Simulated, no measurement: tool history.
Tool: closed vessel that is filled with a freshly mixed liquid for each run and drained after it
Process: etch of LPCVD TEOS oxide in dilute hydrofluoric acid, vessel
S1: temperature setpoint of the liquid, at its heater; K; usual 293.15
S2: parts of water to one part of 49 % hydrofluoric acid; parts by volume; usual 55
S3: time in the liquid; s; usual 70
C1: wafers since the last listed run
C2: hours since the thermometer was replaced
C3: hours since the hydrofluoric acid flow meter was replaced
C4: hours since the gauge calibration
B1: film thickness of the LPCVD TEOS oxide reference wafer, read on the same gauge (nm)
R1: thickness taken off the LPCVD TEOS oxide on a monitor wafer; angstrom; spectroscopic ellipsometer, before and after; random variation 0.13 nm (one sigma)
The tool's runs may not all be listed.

| run | hour | S1 | S2 | S3 | C1 | C2 | C3 | C4 | B1 | R1 |
|---|---|---|---|---|---|---|---|---|---|---|
| 1 | 0 | 293.15 | 55 | 85 | 0 | 2063.3 | 843.7 | 43.1 | 40.05 | 248.8 |
| 2 | 169 | 293.15 | 55 | 85 | 10308 | 2232.3 | 1012.7 | 212.1 | 40.03 | 246.7 |
| 3 | 256.7 | 293.15 | 55 | 85 | 5349 | 2320 | 1100.4 | 299.8 | 39.99 | 250.3 |
| 4 | 338.9 | 293.15 | 55 | 70 | 5014 | 2402.2 | 1182.6 | 382 | 40 | 201.4 |
|  | 340.6 | hydrofluoric acid flow meter replaced |
| 5 | 411.7 | 293.15 | 55 | 70 | 4379 | 2475 | 71.1 | 454.8 | 40 | 204.6 |
| 6 | 474.4 | 293.15 | 55 | 70 | 3824 | 2537.7 | 133.8 | 517.5 | 39.98 | 203.3 |
| 7 | 563.1 | 293.15 | 65 | 70 | 5410 | 2626.4 | 222.5 | 606.2 | 39.98 | 170.4 |
|  | 567.6 | thermometer replaced |
| 8 | 665.5 | 293.15 | 30 | 70 | 6185 | 97.9 | 324.9 | 708.6 | 39.98 | 390.8 |
| 9 | 725.3 | 293.15 | 65 | 70 | 3647 | 157.7 | 384.7 | 768.4 | 39.95 | 169.9 |
|  | 750.1 | gauge calibrated |
| 10 | 761.9 | 293.15 | 75 | 70 | 2232 | 194.3 | 421.3 | 11.8 | 39.99 | 145.1 |
| 11 | 828.8 | 293.15 | 70 | 90 | 4080 | 261.2 | 488.2 | 78.7 | 39.99 | 202.4 |
| 12 | 933.7 | 293.15 | 55 | 70 | 6398 | 366.1 | 593.1 | 183.6 | 40.02 | 203.3 |
| 13 | 999.5 | 295.65 | 35 | 70 | 4013 | 431.9 | 658.9 | 249.4 | 40.02 | 364.1 |
| 14 | 1094.1 | 294.65 | 55 | 35 | 5770 | 526.5 | 753.5 | 344 | 40.02 | 109 |

Hidden state at the last listed run before each entry between runs and at the first one after, where it differs:
Between runs 4 and 5: hydrofluoric acid flow meter replaced (hour 340.6)
  no hidden state differs between the two runs
Between runs 7 and 8: thermometer replaced (hour 567.6)
  no hidden state differs between the two runs
Between runs 9 and 10: gauge calibrated (hour 750.1)
  no hidden state differs between the two runs

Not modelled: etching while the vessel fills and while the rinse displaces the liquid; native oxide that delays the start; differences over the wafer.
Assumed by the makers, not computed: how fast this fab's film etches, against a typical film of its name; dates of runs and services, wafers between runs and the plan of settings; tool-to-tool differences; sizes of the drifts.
